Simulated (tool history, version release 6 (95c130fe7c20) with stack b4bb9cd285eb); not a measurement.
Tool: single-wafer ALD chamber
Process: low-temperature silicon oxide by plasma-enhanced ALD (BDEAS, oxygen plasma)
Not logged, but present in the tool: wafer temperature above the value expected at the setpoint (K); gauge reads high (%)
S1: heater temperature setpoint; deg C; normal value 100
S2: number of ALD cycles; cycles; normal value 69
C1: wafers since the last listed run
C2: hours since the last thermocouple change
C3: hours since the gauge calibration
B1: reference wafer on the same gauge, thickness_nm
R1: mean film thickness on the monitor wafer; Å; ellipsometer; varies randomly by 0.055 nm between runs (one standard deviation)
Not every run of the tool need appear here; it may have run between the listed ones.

{"run": 1, "hour": 0.0, "S1": 112, "S2": 69, "C1": 0, "C2": 2393.2, "C3": 413.6, "B1": 8.091, "R1": 98.84}
{"run": 2, "hour": 29.9, "S1": 112, "S2": 69, "C1": 145, "C2": 2423.1, "C3": 443.5, "B1": 8.094, "R1": 99.04}
{"run": 3, "hour": 52.2, "S1": 100, "S2": 69, "C1": 108, "C2": 2445.4, "C3": 465.8, "B1": 8.094, "R1": 100.63}
{"hour": 60.7, "done": "gauge calibrated"}
{"run": 4, "hour": 64.4, "S1": 100, "S2": 69, "C1": 59, "C2": 2457.6, "C3": 3.7, "B1": 8.088, "R1": 100.61}
{"run": 5, "hour": 93.1, "S1": 100, "S2": 69, "C1": 139, "C2": 2486.3, "C3": 32.4, "B1": 8.097, "R1": 99.98}
{"run": 6, "hour": 110.5, "S1": 107, "S2": 69, "C1": 84, "C2": 2503.7, "C3": 49.8, "B1": 8.088, "R1": 100.56}
{"run": 7, "hour": 126.6, "S1": 107, "S2": 69, "C1": 78, "C2": 2519.8, "C3": 65.9, "B1": 8.106, "R1": 99.49}
{"run": 8, "hour": 149.0, "S1": 100, "S2": 69, "C1": 108, "C2": 2542.2, "C3": 88.3, "B1": 8.098, "R1": 100.15}
{"run": 9, "hour": 167.3, "S1": 93, "S2": 69, "C1": 88, "C2": 2560.5, "C3": 106.6, "B1": 8.096, "R1": 102.12}
{"run": 10, "hour": 190.7, "S1": 93, "S2": 69, "C1": 113, "C2": 2583.9, "C3": 130.0, "B1": 8.098, "R1": 102.62}
{"run": 11, "hour": 222.2, "S1": 93, "S2": 69, "C1": 153, "C2": 2615.4, "C3": 161.5, "B1": 8.102, "R1": 102.09}
{"run": 12, "hour": 246.5, "S1": 100, "S2": 69, "C1": 118, "C2": 2639.7, "C3": 185.8, "B1": 8.083, "R1": 100.77}
{"run": 13, "hour": 261.0, "S1": 100, "S2": 65, "C1": 70, "C2": 2654.2, "C3": 200.3, "B1": 8.092, "R1": 94.4}
{"run": 14, "hour": 286.0, "S1": 100, "S2": 65, "C1": 121, "C2": 2679.2, "C3": 225.3, "B1": 8.097, "R1": 94.15}
{"run": 15, "hour": 317.5, "S1": 100, "S2": 65, "C1": 153, "C2": 2710.7, "C3": 256.8, "B1": 8.107, "R1": 95.03}
{"run": 16, "hour": 351.3, "S1": 100, "S2": 69, "C1": 164, "C2": 2744.5, "C3": 290.6, "B1": 8.111, "R1": 101.22}
{"run": 17, "hour": 380.5, "S1": 100, "S2": 69, "C1": 142, "C2": 2773.7, "C3": 319.8, "B1": 8.111, "R1": 101.04}
{"run": 18, "hour": 399.7, "S1": 100, "S2": 69, "C1": 93, "C2": 2792.9, "C3": 339.0, "B1": 8.092, "R1": 100.6}
{"run": 19, "hour": 418.6, "S1": 95, "S2": 74, "C1": 91, "C2": 2811.8, "C3": 357.9, "B1": 8.117, "R1": 109.75}
{"run": 20, "hour": 434.3, "S1": 95, "S2": 74, "C1": 76, "C2": 2827.5, "C3": 373.6, "B1": 8.097, "R1": 109.81}
{"run": 21, "hour": 466.0, "S1": 95, "S2": 74, "C1": 154, "C2": 2859.2, "C3": 405.3, "B1": 8.09, "R1": 109.86}
{"run": 22, "hour": 482.6, "S1": 108, "S2": 59, "C1": 80, "C2": 2875.8, "C3": 421.9, "B1": 8.11, "R1": 84.93}
{"run": 23, "hour": 512.9, "S1": 104, "S2": 60, "C1": 147, "C2": 2906.1, "C3": 452.2, "B1": 8.086, "R1": 87.01}
{"run": 24, "hour": 538.1, "S1": 110, "S2": 60, "C1": 122, "C2": 2931.3, "C3": 477.4, "B1": 8.103, "R1": 85.52}
{"run": 25, "hour": 551.2, "S1": 105, "S2": 69, "C1": 63, "C2": 2944.4, "C3": 490.5, "B1": 8.124, "R1": 98.49}
{"run": 26, "hour": 581.6, "S1": 110, "S2": 69, "C1": 147, "C2": 2974.8, "C3": 520.9, "B1": 8.081, "R1": 98.94}
{"run": 27, "hour": 616.6, "S1": 100, "S2": 69, "C1": 170, "C2": 3009.8, "C3": 555.9, "B1": 8.098, "R1": 100.83}
{"run": 28, "hour": 632.7, "S1": 92, "S2": 64, "C1": 78, "C2": 3025.9, "C3": 572.0, "B1": 8.107, "R1": 96.31}
{"hour": 650.9, "done": "gauge calibrated"}
{"run": 29, "hour": 664.1, "S1": 111, "S2": 75, "C1": 152, "C2": 3057.3, "C3": 13.2, "B1": 8.107, "R1": 107.55}
{"hour": 683.3, "done": "thermocouple changed; heater temperature recalibrated"}
{"run": 30, "hour": 699.8, "S1": 100, "S2": 69, "C1": 134, "C2": 16.5, "C3": 48.9, "B1": 8.086, "R1": 101.52}
{"run": 31, "hour": 730.3, "S1": 111, "S2": 69, "C1": 148, "C2": 47.0, "C3": 79.4, "B1": 8.118, "R1": 98.76}
{"run": 32, "hour": 749.1, "S1": 110, "S2": 65, "C1": 91, "C2": 65.8, "C3": 98.2, "B1": 8.096, "R1": 93.43}
{"run": 33, "hour": 780.7, "S1": 93, "S2": 57, "C1": 153, "C2": 97.4, "C3": 129.8, "B1": 8.109, "R1": 84.62}
{"run": 34, "hour": 806.6, "S1": 100, "S2": 69, "C1": 125, "C2": 123.3, "C3": 155.7, "B1": 8.088, "R1": 101.44}
{"run": 35, "hour": 835.9, "S1": 105, "S2": 60, "C1": 142, "C2": 152.6, "C3": 185.0, "B1": 8.097, "R1": 86.99}
{"run": 36, "hour": 869.6, "S1": 91, "S2": 74, "C1": 163, "C2": 186.3, "C3": 218.7, "B1": 8.098, "R1": 110.32}
{"run": 37, "hour": 887.4, "S1": 100, "S2": 69, "C1": 86, "C2": 204.1, "C3": 236.5, "B1": 8.102, "R1": 100.36}
{"run": 38, "hour": 915.8, "S1": 108, "S2": 76, "C1": 138, "C2": 232.5, "C3": 264.9, "B1": 8.092, "R1": 109.63}
{"run": 39, "hour": 930.1, "S1": 108, "S2": 75, "C1": 69, "C2": 246.8, "C3": 279.2, "B1": 8.08, "R1": 107.79}
{"run": 40, "hour": 961.4, "S1": 100, "S2": 69, "C1": 152, "C2": 278.1, "C3": 310.5, "B1": 8.116, "R1": 100.38}
{"run": 41, "hour": 985.3, "S1": 100, "S2": 69, "C1": 116, "C2": 302.0, "C3": 334.4, "B1": 8.105, "R1": 101.86}
{"run": 42, "hour": 1009.8, "S1": 110, "S2": 60, "C1": 119, "C2": 326.5, "C3": 358.9, "B1": 8.091, "R1": 86.23}

Across each entry between runs, compare the hidden state at the last listed run before it with the hidden state at the first listed run after it:
In the gap between runs 3 and 4: gauge calibrated (hour 60.7)
  nothing in the hidden state changes from one run to the other
In the gap between runs 28 and 29: gauge calibrated (hour 650.9)
  nothing in the hidden state changes from one run to the other
In the gap between runs 29 and 30: thermocouple changed; heater temperature recalibrated (hour 683.3)
  nothing in the hidden state changes from one run to the other

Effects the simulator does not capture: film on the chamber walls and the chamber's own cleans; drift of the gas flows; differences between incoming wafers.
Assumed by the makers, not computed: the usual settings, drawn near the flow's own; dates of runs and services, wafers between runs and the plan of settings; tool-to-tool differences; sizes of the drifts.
